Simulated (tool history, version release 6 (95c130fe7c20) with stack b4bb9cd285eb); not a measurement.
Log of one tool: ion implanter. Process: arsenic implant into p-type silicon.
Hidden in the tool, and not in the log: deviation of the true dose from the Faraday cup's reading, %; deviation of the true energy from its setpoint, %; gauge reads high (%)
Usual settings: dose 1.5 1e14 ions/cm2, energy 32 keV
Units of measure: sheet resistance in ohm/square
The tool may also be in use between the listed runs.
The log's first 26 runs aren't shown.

| run | hour | dose | energy | wafers since the last listed run | hours since the last dose calibration | hours since the extraction supply was calibrated | hours since the gauge calibration | read-back reference wafer on the same gauge, sheet resistance | sheet resistance |
|---|---|---|---|---|---|---|---|---|---|
| 27 | 1647.5 | 1.05 | 38.5 | 1112 | 729.6 | 806.3 | 489.5 | 519.12 | 566.34 |
| 28 | 1681.4 | 1.85 | 40.5 | 775 | 763.5 | 840.2 | 523.4 | 518.7 | 383.07 |
| 29 | 1741 | 1.5 | 32 | 1364 | 823.1 | 899.8 | 583 | 518.75 | 460.98 |
| 30 | 1767.7 | 1.66 | 21 | 611 | 849.8 | 926.5 | 609.7 | 518.66 | 457.55 |
| 31 | 1829.5 | 1.89 | 39 | 1414 | 911.6 | 988.3 | 671.5 | 519.19 | 378.53 |
| 32 | 1867.4 | 1.5 | 21 | 867 | 949.5 | 1026.2 | 709.4 | 519.32 | 492.59 |
| 33 | 1934.5 | 1.5 | 32 | 1535 | 1016.6 | 1093.3 | 776.5 | 519.06 | 459.2 |
| 34 | 1989.8 | 1.5 | 32 | 1265 | 1071.9 | 1148.6 | 831.8 | 519.17 | 456.75 |

Below are 5 alternative next runs, each starting from the tool's condition after run 34. Predict each:
| A | 1990.2 | 1.22 | 32 | 9 | 1072.3 | 1149 | 832.2 | ? | ? |
| B | 1990.2 | 1.5 | 29 | 9 | 1072.3 | 1149 | 832.2 | ? | ? |
| C | 1990.2 | 1.68 | 24 | 9 | 1072.3 | 1149 | 832.2 | ? | ? |
| D | 1990.2 | 1.07 | 26 | 9 | 1072.3 | 1149 | 832.2 | ? | ? |
| E | 1990.2 | 1.5 | 39.5 | 9 | 1072.3 | 1149 | 832.2 | ? | ? |

| run | read-back reference wafer on the same gauge, sheet resistance | sheet resistance |
|---|---|---|
| A | 518.71 | 530.16 |
| B | 518.71 | 466.17 |
| C | 518.71 | 442.43 |
| D | 518.71 | 602.65 |
| E | 518.71 | 442.53 |
Stripped of hidden state, with their random variation kept, the same runs would have yielded:
| run | sheet resistance |
|---|---|
| A | 533.44 |
| B | 469.15 |
| C | 445.32 |
| D | 606.37 |
| E | 445.29 |
